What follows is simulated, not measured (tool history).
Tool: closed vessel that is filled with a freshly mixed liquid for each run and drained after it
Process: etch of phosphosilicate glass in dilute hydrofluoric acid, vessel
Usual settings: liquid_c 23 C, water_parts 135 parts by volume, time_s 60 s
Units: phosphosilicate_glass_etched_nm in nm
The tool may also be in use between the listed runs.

run     day  liquid_c  water_parts  time_s  read-back film thickness of the phosphosilicate glass reference wafer, read on the same gauge (nm)  phosphosilicate_glass_etched_nm
  1       0        23          135      60                                                                                                 150                            61.89
  2   2.712        23          135      60                                                                                                 150                            62.96
  3   5.517      21.5          135      60                                                                                              150.01                            59.47
  4  17.738      21.5          135      60                                                                                              150.04                            60.29
  5  20.575      21.5          135      60                                                                                              150.01                            61.07
  6  25.042        23          135      60                                                                                              150.03                             65.1
  7  26.729        23          135      60                                                                                                 150                            64.59
  8  30.296        23          135      60                                                                                              150.01                            64.93
  9  32.062        26           90      60                                                                                              149.97                           116.76
 10  35.833        23          155      60                                                                                              149.97                            55.59
 11  39.217        23          155      60                                                                                              150.02                            55.99
 12  41.971        20          195      90                                                                                              149.97                            57.17
 13  43.746        23          135      30                                                                                              150.02                            32.98
 14  47.812      25.5          155      30                                                                                              149.99                            30.95
     48.275  -- thermometer replaced
 15  51.283      27.5          185      60                                                                                              150.02                            54.24
     52.942  -- hydrofluoric acid flow meter replaced
 16  53.196        23          135      60                                                                                              149.99                            59.85
 17  57.333        23           95      60                                                                                              149.98                            90.32
     60.804  -- gauge calibrated
 18    61.5      19.5          205      85                                                                                              150.02                            45.77
 19  65.954        23           95      60                                                                                              149.95                            92.04
 20  68.438        23          135      60                                                                                                 150                            61.18
 21  72.821      25.5           75      30                                                                                              150.05                            65.79
 22  75.971        23          135      60                                                                                              149.99                            62.07
 23  80.388      18.5          115      60                                                                                                 150                            61.95

The same runs without the tool's hidden state, with the same run-to-run variation:
The hidden state here: liquid colder than its thermometer reads (K); hydrofluoric acid flow above the setpoint (%); gauge reads high (%).
run  phosphosilicate_glass_etched_nm
  1                            59.81
  2                            60.62
  3                            57.05
  4                            56.88
  5                            57.39
  6                             60.8
  7                            60.19
  8                            60.22
  9                           108.28
 10                            51.11
 11                            51.24
 12                            52.05
 13                            30.05
 14                            27.98
 15                            48.65
 16                            59.79
 17                            89.72
 18                            45.15
 19                            90.35
 20                             59.8
 21                               64
 22                            60.04
 23                            59.62
